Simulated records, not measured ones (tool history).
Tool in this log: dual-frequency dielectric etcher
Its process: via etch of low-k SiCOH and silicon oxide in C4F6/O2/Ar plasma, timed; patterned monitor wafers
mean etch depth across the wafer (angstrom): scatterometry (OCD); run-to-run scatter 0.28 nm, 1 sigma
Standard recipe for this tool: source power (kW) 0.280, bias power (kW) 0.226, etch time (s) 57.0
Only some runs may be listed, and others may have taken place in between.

run    hour  source power (kW)  bias power (kW)  etch time (s)  read-back reference wafer on the same gauge, depth_nm  mean etch depth across the wafer (angstrom)
  1     0.0              0.280            0.226           57.0                                                  141.9                                         1397
  2    90.4              0.280            0.226           57.0                                                  142.1                                         1401
      139.6  -- wet clean of the chamber
  3   175.1              0.280            0.226           57.0                                                  142.1                                         1397
  4   272.6              0.280            0.226           57.0                                                  142.0                                         1397
  5   312.1              0.280            0.226           57.0                                                  142.1                                         1396
  6   366.7              0.280            0.186           57.0                                                  141.9                                         1363
  7   439.1              0.280            0.186           57.0                                                  141.9                                         1356
  8   493.4              0.280            0.226           57.0                                                  142.0                                         1404
  9   565.3              0.280            0.213           57.0                                                  142.0                                         1392
 10   654.7              0.280            0.213           57.0                                                  142.0                                         1388
 11   693.3              0.280            0.213           57.0                                                  142.1                                         1391
      740.3  -- wet clean of the chamber
 12   745.1              0.310            0.254           57.0                                                  141.9                                         1482
 13   793.1              0.300            0.226           57.0                                                  141.9                                         1434
 14   841.1              0.280            0.250           61.5                                                  142.0                                         1542
      881.6  -- upper electrode replaced, of another model than before
 15   902.0              0.280            0.226           57.0                                                  142.1                                         1397
 16   957.1              0.340            0.226           65.0                                                  141.9                                         1679
      997.3  -- bias power generator calibrated
 17   997.8              0.280            0.226           57.0                                                  141.9                                         1399
     1012.9  -- gauge calibrated
 18  1060.3              0.240            0.226           57.0                                                  141.9                                         1346
     1119.3  -- source power generator calibrated
     1226.9  -- wet clean of the chamber
 19  1227.4              0.240            0.179           66.0                                                  142.1                                         1469
 20  1286.7              0.330            0.226           61.5                                                  142.0                                         1554
 21  1394.6              0.350            0.271           57.0                                                  142.0                                         1529
 22  1444.5              0.300            0.252           57.0                                                  142.1                                         1439
 23  1546.8              0.340            0.226           57.0                                                  141.9                                         1454
 24  1610.2              0.280            0.226           50.0                                                  142.0                                         1213
     1707.4  -- wet clean of the chamber
 25  1717.9              0.320            0.226           64.5                                                  141.8                                         1625
 26  1772.3              0.280            0.226           57.0                                                  142.0                                         1385

Consider 4 possible next runs. They are alternatives, not a sequence: every one starts from the tool as it was left by run 26. What does each give?
  A  1772.7              0.280            0.226           72.5                                                      ?                                            ?
  B  1772.7              0.280            0.207           70.5                                                      ?                                            ?
  C  1772.7              0.280            0.207           67.5                                                      ?                                            ?
  D  1772.7              0.230            0.174           70.5                                                      ?                                            ?

run  read-back reference wafer on the same gauge, depth_nm  mean etch depth across the wafer (angstrom)
  A                                                  141.8                                         1754
  B                                                  141.8                                         1675
  C                                                  141.8                                         1604
  D                                                  141.8                                         1543
Take away the tool's hidden state, keep each run's random variation, and the runs would have read:
run  mean etch depth across the wafer (angstrom)
  A                                         1752
  B                                         1673
  C                                         1602
  D                                         1541

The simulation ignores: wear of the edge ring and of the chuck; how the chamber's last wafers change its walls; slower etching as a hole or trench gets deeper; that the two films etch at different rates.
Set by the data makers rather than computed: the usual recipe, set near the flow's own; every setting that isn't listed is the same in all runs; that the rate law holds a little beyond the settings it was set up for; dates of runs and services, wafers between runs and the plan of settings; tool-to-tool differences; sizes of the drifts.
